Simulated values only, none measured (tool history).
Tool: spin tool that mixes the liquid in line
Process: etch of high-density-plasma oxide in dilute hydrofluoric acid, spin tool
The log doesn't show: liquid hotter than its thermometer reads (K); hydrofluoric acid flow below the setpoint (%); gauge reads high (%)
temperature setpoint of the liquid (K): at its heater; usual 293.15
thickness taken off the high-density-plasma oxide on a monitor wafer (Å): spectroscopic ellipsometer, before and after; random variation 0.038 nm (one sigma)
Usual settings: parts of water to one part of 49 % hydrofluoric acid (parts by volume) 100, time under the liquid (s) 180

run,hour,temperature setpoint of the liquid (K),parts of water to one part of 49 % hydrofluoric acid (parts by volume),time under the liquid (s),wafers since the last listed run,hours since the thermometer was replaced,hours since the hydrofluoric acid flow meter was replaced,hours since the gauge calibration,"read-back film thickness of the high-density-plasma oxide reference wafer, read on the same gauge (nm)",thickness taken off the high-density-plasma oxide on a monitor wafer (Å)
1,0.0,296.15,85,180,0,1006.8,1229.1,534.3,30.03,101.7
# hour 6.4: thermometer replaced
2,15.0,293.15,120,155,110,8.6,1244.1,549.3,30.00,50.2
3,22.4,293.15,120,155,58,16.0,1251.5,556.7,29.98,50.2
# hour 67.2: hydrofluoric acid flow meter replaced
4,73.3,293.15,120,155,393,66.9,6.1,607.6,29.99,55.1
5,91.2,293.15,100,180,141,84.8,24.0,625.5,29.96,78.5
6,98.9,293.15,100,180,60,92.5,31.7,633.2,30.01,78.4
7,109.6,293.15,100,180,84,103.2,42.4,643.9,29.99,78.2
8,127.4,293.15,100,180,140,121.0,60.2,661.7,30.01,79.2
9,140.8,295.65,100,180,105,134.4,73.6,675.1,30.02,87.5
10,158.2,290.15,150,285,137,151.8,91.0,692.5,30.03,69.7
11,164.7,293.15,100,180,51,158.3,97.5,699.0,30.01,78.2
# hour 165.5: gauge calibrated
12,172.0,297.15,75,250,57,165.6,104.8,6.5,29.99,175.6
13,183.6,290.15,55,100,91,177.2,116.4,18.1,29.98,73.8
14,191.8,293.15,115,180,64,185.4,124.6,26.3,29.97,67.8
15,201.1,293.15,100,180,73,194.7,133.9,35.6,30.01,78.6
16,213.4,290.15,65,210,96,207.0,146.2,47.9,29.98,130.0
17,224.8,297.15,125,180,89,218.4,157.6,59.3,30.01,71.6
18,239.3,293.15,100,115,114,232.9,172.1,73.8,30.02,50.3
19,248.6,293.15,100,180,73,242.2,181.4,83.1,30.02,78.9
20,256.0,293.15,100,180,58,249.6,188.8,90.5,29.96,79.0
21,286.8,290.15,100,145,242,280.4,219.6,121.3,30.00,56.2
22,293.7,293.15,130,180,54,287.3,226.5,128.2,30.01,58.1
23,304.6,293.15,100,180,85,298.2,237.4,139.1,29.97,78.9
24,314.2,293.15,100,285,75,307.8,247.0,148.7,30.01,123.8
25,330.1,293.15,100,180,125,323.7,262.9,164.6,29.99,79.2
26,339.6,291.15,80,180,74,333.2,272.4,174.1,30.01,93.0
27,350.9,293.15,100,180,89,344.5,283.7,185.4,30.02,78.9
28,365.4,290.15,75,225,114,359.0,298.2,199.9,29.99,119.5
29,382.5,293.15,100,180,134,376.1,315.3,217.0,30.01,79.2

The next listed run, before its measurement:
30,397.7,293.15,100,180,119,391.3,330.5,232.2,?,?

Run 30 gave read-back film thickness of the high-density-plasma oxide reference wafer, read on the same gauge (nm) 29.99, thickness taken off the high-density-plasma oxide on a monitor wafer (Å) 78.9.
Without the tool's hidden state the same run would have given thickness taken off the high-density-plasma oxide on a monitor wafer (Å) 77.3.

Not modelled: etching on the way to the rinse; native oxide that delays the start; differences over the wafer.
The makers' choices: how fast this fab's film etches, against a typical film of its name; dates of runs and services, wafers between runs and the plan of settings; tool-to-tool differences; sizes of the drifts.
